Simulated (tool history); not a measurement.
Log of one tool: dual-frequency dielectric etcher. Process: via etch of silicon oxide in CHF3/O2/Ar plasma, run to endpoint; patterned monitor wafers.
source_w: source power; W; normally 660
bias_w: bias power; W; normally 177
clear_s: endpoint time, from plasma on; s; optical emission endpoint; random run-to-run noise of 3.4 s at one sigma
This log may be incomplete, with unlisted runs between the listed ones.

| run | hour | source_w | bias_w | wafers since the last listed run | hours since the last wet clean | hours since the last source power generator calibration | hours since the last bias power generator calibration | hours since the last upper electrode change | incoming incoming film thickness, nm | clear_s |
|---|---|---|---|---|---|---|---|---|---|---|
| 1 | 0.0 | 580 | 164 | 0 | 179.8 | 2507.4 | 907.3 | 1636.0 | 674.1 | 412.2 |
| 2 | 91.4 | 580 | 164 | 453 | 271.2 | 2598.8 | 998.7 | 1727.4 | 689.9 | 423.7 |
| 3 | 128.7 | 660 | 195 | 185 | 308.5 | 2636.1 | 1036.0 | 1764.7 | 690.5 | 375.1 |
| 4 | 228.1 | 660 | 195 | 493 | 407.9 | 2735.5 | 1135.4 | 1864.1 | 678.1 | 376.0 |
|  | 291.4 | wet clean of the chamber |
| 5 | 316.0 | 660 | 195 | 317 | 24.6 | 2823.4 | 1223.3 | 1952.0 | 683.3 | 387.4 |
| 6 | 412.8 | 660 | 177 | 480 | 121.4 | 2920.2 | 1320.1 | 2048.8 | 684.3 | 398.0 |
|  | 467.1 | source power generator calibrated |
|  | 476.5 | upper electrode replaced |
| 7 | 489.0 | 660 | 177 | 311 | 197.6 | 21.9 | 1396.3 | 12.5 | 682.1 | 403.1 |
|  | 597.0 | wet clean of the chamber, repeated, since the last time left the tool worse |
| 8 | 597.5 | 660 | 177 | 419 | 0.5 | 130.4 | 1504.8 | 121.0 | 689.2 | 379.7 |
| 9 | 678.8 | 660 | 177 | 403 | 81.8 | 211.7 | 1586.1 | 202.3 | 692.7 | 378.6 |
| 10 | 718.7 | 660 | 200 | 198 | 121.7 | 251.6 | 1626.0 | 242.2 | 677.9 | 365.6 |
| 11 | 784.2 | 660 | 200 | 325 | 187.2 | 317.1 | 1691.5 | 307.7 | 682.2 | 361.9 |
|  | 824.4 | bias power generator calibrated |
| 12 | 892.0 | 720 | 146 | 515 | 295.0 | 424.9 | 67.6 | 415.5 | 687.2 | 389.2 |
| 13 | 931.6 | 580 | 164 | 196 | 334.6 | 464.5 | 107.2 | 455.1 | 684.4 | 424.9 |
| 14 | 968.9 | 660 | 147 | 185 | 371.9 | 501.8 | 144.5 | 492.4 | 680.6 | 408.6 |
|  | 1054.2 | wet clean of the chamber |
| 15 | 1054.7 | 610 | 151 | 306 | 0.5 | 587.6 | 230.3 | 578.2 | 684.6 | 412.8 |
| 16 | 1091.8 | 540 | 194 | 184 | 37.6 | 624.7 | 267.4 | 615.3 | 676.5 | 400.3 |
| 17 | 1168.2 | 610 | 141 | 379 | 114.0 | 701.1 | 343.8 | 691.7 | 686.9 | 423.8 |
| 18 | 1212.1 | 580 | 149 | 217 | 157.9 | 745.0 | 387.7 | 735.6 | 680.5 | 419.7 |
| 19 | 1292.0 | 760 | 202 | 396 | 237.8 | 824.9 | 467.6 | 815.5 | 686.7 | 340.7 |
| 20 | 1397.2 | 660 | 177 | 522 | 343.0 | 930.1 | 572.8 | 920.7 | 689.8 | 388.5 |
|  | 1432.4 | wet clean of the chamber |
| 21 | 1462.1 | 760 | 164 | 203 | 29.7 | 995.0 | 637.7 | 985.6 | 685.7 | 357.8 |
| 22 | 1508.4 | 810 | 198 | 229 | 76.0 | 1041.3 | 684.0 | 1031.9 | 685.0 | 324.8 |

Difference, measured minus no-hidden-state, one row per run. Run-to-run variation is common to both terms; the gauge's own scatter need not be:
The hidden state here: etch rate over this chamber's usual, %; source power that arrives over what is set, %; bias power that arrives over what is set, %.
| run | clear_s |
|---|---|
| 1 | +5.5 |
| 2 | +8.2 |
| 3 | +8.2 |
| 4 | +10.7 |
| 5 | +19.6 |
| 6 | +22.7 |
| 7 | +25.0 |
| 8 | +0.2 |
| 9 | +2.4 |
| 10 | +3.2 |
| 11 | +4.7 |
| 12 | +7.9 |
| 13 | +9.7 |
| 14 | +10.4 |
| 15 | -0.8 |
| 16 | +0.3 |
| 17 | +2.5 |
| 18 | +3.6 |
| 19 | +4.8 |
| 20 | +8.1 |
| 21 | +1.0 |
| 22 | +1.9 |
